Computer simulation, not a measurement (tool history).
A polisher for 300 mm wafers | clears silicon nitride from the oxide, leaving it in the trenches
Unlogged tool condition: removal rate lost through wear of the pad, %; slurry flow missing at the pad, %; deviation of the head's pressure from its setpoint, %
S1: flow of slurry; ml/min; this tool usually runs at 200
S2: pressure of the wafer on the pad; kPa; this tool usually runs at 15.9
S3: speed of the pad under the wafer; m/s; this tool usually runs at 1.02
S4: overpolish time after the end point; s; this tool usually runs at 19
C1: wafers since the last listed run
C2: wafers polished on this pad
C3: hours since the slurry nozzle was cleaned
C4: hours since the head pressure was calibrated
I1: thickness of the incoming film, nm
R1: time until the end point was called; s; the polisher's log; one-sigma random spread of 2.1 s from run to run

run 1 hour=0 | S1=200 S2=15.9 S3=1.02 S4=19 | C1=0 C2=901 C3=396.9 C4=6 | I1=89.3 | R1=121.4
run 2 hour=73.1 | S1=200 S2=15.9 S3=1.02 S4=19 | C1=387 C2=1288 C3=470 C4=79.1 | I1=91.1 | R1=120.7
-- hour=118.5 slurry nozzle cleaned
run 3 hour=120.2 | S1=200 S2=15.9 S3=1.02 S4=19 | C1=244 C2=1532 C3=1.7 C4=126.2 | I1=90.5 | R1=119.5
run 4 hour=222.6 | S1=200 S2=15.9 S3=1.02 S4=19 | C1=542 C2=2074 C3=104.1 C4=228.6 | I1=89.7 | R1=120.7
run 5 hour=277.2 | S1=200 S2=15.9 S3=1.02 S4=19 | C1=289 C2=2364 C3=158.7 C4=283.2 | I1=91.3 | R1=128.2
run 6 hour=321.7 | S1=200 S2=15.9 S3=1.02 S4=19 | C1=235 C2=2599 C3=203.2 C4=327.7 | I1=89.4 | R1=118.1
-- hour=371.7 worn pad replaced by a new one
run 7 hour=391.7 | S1=200 S2=15.9 S3=1.02 S4=25 | C1=349 C2=105 C3=273.2 C4=397.7 | I1=89.7 | R1=121.5
-- hour=486 head pressure recalibrated
run 8 hour=486.5 | S1=200 S2=15.9 S3=1.02 S4=25 | C1=491 C2=597 C3=368 C4=0.5 | I1=89.7 | R1=120.9
run 9 hour=538.6 | S1=200 S2=15.9 S3=1.02 S4=25 | C1=275 C2=873 C3=420.1 C4=52.6 | I1=90.9 | R1=118.2
-- hour=546 slurry nozzle cleaned
run 10 hour=623.3 | S1=200 S2=15.9 S3=1.14 S4=19 | C1=443 C2=1316 C3=77.3 C4=137.3 | I1=89.2 | R1=106.7
-- hour=837.1 worn pad replaced by a new one
run 11 hour=859.1 | S1=200 S2=15.9 S3=1.02 S4=26 | C1=1227 C2=116 C3=313.1 C4=373.1 | I1=90.1 | R1=122.2
run 12 hour=922.2 | S1=200 S2=15.9 S3=1.02 S4=26 | C1=334 C2=450 C3=376.2 C4=436.2 | I1=90.3 | R1=122.5
run 13 hour=1000.1 | S1=200 S2=15.9 S3=1.02 S4=26 | C1=412 C2=863 C3=454.1 C4=514.1 | I1=90.8 | R1=121.9
-- hour=1005.8 slurry nozzle cleaned
-- hour=1020.2 head pressure recalibrated
run 14 hour=1090.5 | S1=200 S2=15.9 S3=1.02 S4=19 | C1=462 C2=1326 C3=84.7 C4=70.3 | I1=91.1 | R1=122
run 15 hour=1155.1 | S1=200 S2=15.9 S3=1.02 S4=19 | C1=342 C2=1668 C3=149.3 C4=134.9 | I1=89.7 | R1=119.5
run 16 hour=1204.9 | S1=200 S2=15.9 S3=1.02 S4=19 | C1=263 C2=1932 C3=199.1 C4=184.7 | I1=89.8 | R1=120
run 17 hour=1258.9 | S1=200 S2=15.9 S3=1.02 S4=19 | C1=286 C2=2218 C3=253.1 C4=238.7 | I1=88.8 | R1=122.5
run 18 hour=1344.1 | S1=180 S2=15.9 S3=0.76 S4=19 | C1=451 C2=2669 C3=338.3 C4=323.9 | I1=89.7 | R1=171.5
-- hour=1382.7 worn pad replaced by a new one
run 19 hour=1386.4 | S1=230 S2=15.9 S3=1.02 S4=19 | C1=202 C2=19 C3=380.6 C4=366.2 | I1=89.8 | R1=115.3
run 20 hour=1431.1 | S1=200 S2=15.9 S3=1.02 S4=26 | C1=236 C2=256 C3=425.3 C4=410.9 | I1=89.4 | R1=120.8
-- hour=1452 head pressure recalibrated
-- hour=1510.2 slurry nozzle cleaned
run 21 hour=1523.4 | S1=200 S2=15.9 S3=1.2 S4=19 | C1=473 C2=729 C3=13.2 C4=71.4 | I1=91 | R1=106.1
run 22 hour=1561.1 | S1=245 S2=20 S3=1.02 S4=19 | C1=199 C2=929 C3=50.9 C4=109.1 | I1=89.2 | R1=91.4
run 23 hour=1625.2 | S1=200 S2=15.9 S3=1.02 S4=16 | C1=339 C2=1268 C3=115 C4=173.2 | I1=89.8 | R1=119.9
run 24 hour=1680 | S1=140 S2=15.9 S3=1.02 S4=19 | C1=290 C2=1558 C3=169.8 C4=228 | I1=89.1 | R1=127.9
run 25 hour=1763.9 | S1=150 S2=11.7 S3=0.76 S4=19 | C1=444 C2=2003 C3=253.7 C4=311.9 | I1=91.3 | R1=236.7
run 26 hour=1828.7 | S1=150 S2=17.9 S3=0.7 S4=29 | C1=343 C2=2346 C3=318.5 C4=376.7 | I1=89.4 | R1=162.4
-- hour=1843.8 worn pad replaced by a new one
run 27 hour=1913.2 | S1=200 S2=15.9 S3=1.02 S4=19 | C1=426 C2=367 C3=403 C4=461.2 | I1=90.3 | R1=120.2
run 28 hour=1957 | S1=235 S2=11 S3=0.82 S4=8 | C1=232 C2=599 C3=446.8 C4=505 | I1=89.4 | R1=208
-- hour=2025.2 head pressure recalibrated
run 29 hour=2030.3 | S1=235 S2=12.4 S3=0.74 S4=19 | C1=377 C2=977 C3=520.1 C4=5.1 | I1=90.5 | R1=207.6
-- hour=2044.9 slurry nozzle cleaned
run 30 hour=2109.6 | S1=200 S2=15.9 S3=1.02 S4=19 | C1=414 C2=1391 C3=64.7 C4=84.4 | I1=90.6 | R1=126.1
run 31 hour=2187.4 | S1=200 S2=12.4 S3=1.02 S4=25 | C1=412 C2=1804 C3=142.5 C4=162.2 | I1=90.3 | R1=152.7
-- hour=2290.9 worn pad replaced by a new one
run 32 hour=2294 | S1=165 S2=15.9 S3=1.02 S4=23 | C1=543 C2=16 C3=249.1 C4=268.8 | I1=90.7 | R1=125.5
run 33 hour=2337.5 | S1=200 S2=15.9 S3=1.02 S4=25 | C1=230 C2=247 C3=292.6 C4=312.3 | I1=89.8 | R1=125
run 34 hour=2382 | S1=200 S2=15.9 S3=1.02 S4=19 | C1=235 C2=482 C3=337.1 C4=356.8 | I1=89.5 | R1=122.4
run 35 hour=2445.8 | S1=250 S2=18.6 S3=1.3 S4=25 | C1=337 C2=820 C3=400.9 C4=420.6 | I1=88.5 | R1=74.9

What was the tool's hidden state at every run in the log?
removal rate lost through wear of the pad, %: 0 in every run
slurry flow missing at the pad, %: 0 in every run
deviation of the head's pressure from its setpoint, %: 0 in every run
